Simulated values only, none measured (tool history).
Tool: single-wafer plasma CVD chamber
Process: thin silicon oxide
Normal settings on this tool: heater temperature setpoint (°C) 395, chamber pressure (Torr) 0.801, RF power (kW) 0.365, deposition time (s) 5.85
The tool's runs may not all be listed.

run,hour,heater temperature setpoint (°C),chamber pressure (Torr),RF power (kW),deposition time (s),"read-back reference wafer on the same gauge, thickness_nm",mean film thickness on the monitor wafer (Å)
1,0.0,395,0.801,0.365,5.85,9.804,112.06
# hour 11.6: thermocouple changed; heater temperature recalibrated
2,12.1,395,0.646,0.365,5.85,9.790,89.24
3,18.1,395,0.646,0.365,5.85,9.777,89.49
4,35.6,395,0.646,0.365,5.85,9.795,88.77
5,43.6,395,0.801,0.365,5.85,9.797,112.12
# hour 55.3: capacitance manometer re-zeroed and calibrated
6,61.4,402,0.801,0.385,5.85,9.781,114.01
7,69.2,395,0.893,0.335,6.47,9.800,131.75
# hour 73.1: gauge calibrated
8,79.8,395,0.801,0.365,6.19,9.810,118.29
9,91.9,395,0.677,0.330,5.85,9.816,90.13
10,108.3,405,0.959,0.365,5.85,9.798,132.09
11,124.6,395,0.801,0.365,5.85,9.807,112.08
12,138.8,386,0.933,0.420,4.69,9.794,107.47
13,149.8,385,0.801,0.365,4.91,9.806,94.49
14,171.8,392,0.801,0.385,5.85,9.795,116.15
15,185.4,404,0.685,0.405,5.40,9.800,91.04
16,194.7,385,0.801,0.365,4.91,9.792,94.85
17,204.9,386,0.801,0.410,5.85,9.801,118.12
18,222.8,382,0.801,0.365,5.30,9.782,103.34
19,232.4,395,0.911,0.365,5.85,9.788,125.27
20,245.6,395,0.801,0.365,6.75,9.803,128.61
21,253.5,395,0.801,0.365,5.85,9.812,112.17
22,267.2,407,0.801,0.405,5.85,9.790,115.00
23,276.8,408,0.801,0.415,6.35,9.794,124.57
24,292.7,406,0.932,0.420,5.85,9.799,134.26
25,310.1,395,0.801,0.365,5.85,9.780,111.66
26,321.6,403,0.801,0.365,5.85,9.804,112.20
27,328.7,395,0.801,0.325,6.71,9.805,123.39
28,339.1,395,0.801,0.365,5.85,9.793,111.90

What does the tool deliver on the next run?
29,354.7,404,0.615,0.340,5.10,?,?

{"run 29": {"read-back reference wafer on the same gauge, thickness_nm": 9.798, "mean film thickness on the monitor wafer (Å)": 71.1}}
Had the tool carried no hidden state, the very same run would have given mean film thickness on the monitor wafer (Å) 71.10.
